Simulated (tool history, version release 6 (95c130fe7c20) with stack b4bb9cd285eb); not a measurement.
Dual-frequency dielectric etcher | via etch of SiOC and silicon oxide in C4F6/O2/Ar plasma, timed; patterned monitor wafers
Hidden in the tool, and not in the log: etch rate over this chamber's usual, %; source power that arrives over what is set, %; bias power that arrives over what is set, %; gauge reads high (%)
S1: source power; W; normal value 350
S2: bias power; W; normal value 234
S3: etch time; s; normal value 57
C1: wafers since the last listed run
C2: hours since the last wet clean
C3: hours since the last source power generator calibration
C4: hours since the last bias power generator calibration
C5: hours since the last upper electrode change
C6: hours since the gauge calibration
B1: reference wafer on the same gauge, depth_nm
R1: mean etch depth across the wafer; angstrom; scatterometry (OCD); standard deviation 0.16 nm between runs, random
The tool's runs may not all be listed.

Run 1, day 0: usual settings; C1 0; C2 263.8; C3 3563.5; C4 2481.7; C5 4073.4; C6 140.8; B1 51.3. Result: R1 581 angstrom.
At day 0.379: gauge calibrated.
Run 2, day 0.717: usual settings; C1 134; C2 281; C3 3580.7; C4 2498.9; C5 4090.6; C6 8.1; B1 51.4. Result: R1 584 angstrom.
Run 3, day 1.417: usual settings; C1 130; C2 297.8; C3 3597.5; C4 2515.7; C5 4107.4; C6 24.9; B1 51.3. Result: R1 584 angstrom.
Run 4, day 2.017: usual settings; C1 112; C2 312.2; C3 3611.9; C4 2530.1; C5 4121.8; C6 39.3; B1 51.5. Result: R1 582 angstrom.
At day 3.092: upper electrode replaced.
Run 5, day 3.112: usual settings; C1 17; C2 338.5; C3 3638.2; C4 2556.4; C5 0.5; C6 65.6; B1 51.4. Result: R1 581 angstrom.
Run 6, day 3.142: usual settings; C1 5; C2 339.2; C3 3638.9; C4 2557.1; C5 1.2; C6 66.3; B1 51.4. Result: R1 579 angstrom.
Run 7, day 3.85: usual settings; C1 132; C2 356.2; C3 3655.9; C4 2574.1; C5 18.2; C6 83.3; B1 51.3. Result: R1 581 angstrom.
At day 4.954: wet clean of the chamber.
Run 8, day 4.975: usual settings but S1 370 W, S2 271 W, S3 63.5 s; C1 23; C2 0.5; C3 3682.9; C4 2601.1; C5 45.2; C6 110.3; B1 51.3. Result: R1 672 angstrom.
Run 9, day 4.992: usual settings but S1 370 W, S2 271 W, S3 63.5 s; C1 3; C2 0.9; C3 3683.3; C4 2601.5; C5 45.6; C6 110.7; B1 51.4. Result: R1 669 angstrom.
Run 10, day 5.458: usual settings but S1 280 W, S3 41 s; C1 87; C2 12.1; C3 3694.5; C4 2612.7; C5 56.8; C6 121.9; B1 51.4. Result: R1 371 angstrom.
At day 5.925: source power generator calibrated.
At day 5.988: bias power generator calibrated.
At day 6.179: gauge calibrated.
At day 6.558: wet clean of the chamber, repeated, since the last time left the tool worse.
Run 11, day 6.579: usual settings; C1 59; C2 0.5; C3 15.7; C4 14.2; C5 83.7; C6 9.6; B1 51.4. Result: R1 596 angstrom.
Run 12, day 6.592: usual settings but S2 207 W; C1 2; C2 0.8; C3 16; C4 14.5; C5 84; C6 9.9; B1 51.4. Result: R1 570 angstrom.
Run 13, day 7.15: usual settings; C1 104; C2 14.2; C3 29.4; C4 27.9; C5 97.4; C6 23.3; B1 51.4. Result: R1 596 angstrom.
Run 14, day 7.558: usual settings but S2 253 W; C1 76; C2 24; C3 39.2; C4 37.7; C5 107.2; C6 33.1; B1 51.4. Result: R1 611 angstrom.
Run 15, day 8.15: usual settings but S1 390 W; C1 110; C2 38.2; C3 53.4; C4 51.9; C5 121.4; C6 47.3; B1 51.4. Result: R1 617 angstrom.

Predict each of these 4 candidate next runs independently; none follows another, all start after run 15:
Run A, day 8.167: usual settings; C1 3; C2 38.6; C3 53.8; C4 52.3; C5 121.8; C6 47.7; B1 ?. Result: R1 ?.
Run B, day 8.167: usual settings but S3 68 s; C1 3; C2 38.6; C3 53.8; C4 52.3; C5 121.8; C6 47.7; B1 ?. Result: R1 ?.
Run C, day 8.167: usual settings but S1 380 W, S2 268 W, S3 68.5 s; C1 3; C2 38.6; C3 53.8; C4 52.3; C5 121.8; C6 47.7; B1 ?. Result: R1 ?.
Run D, day 8.167: usual settings but S1 380 W, S2 272 W, S3 42.5 s; C1 3; C2 38.6; C3 53.8; C4 52.3; C5 121.8; C6 47.7; B1 ?. Result: R1 ?.

run    B1   R1
  A  51.4  595
  B  51.4  710
  C  51.4  774
  D  51.4  483
Had the tool no hidden state, the same runs would have come out as:
run   R1
  A  598
  B  713
  C  778
  D  485
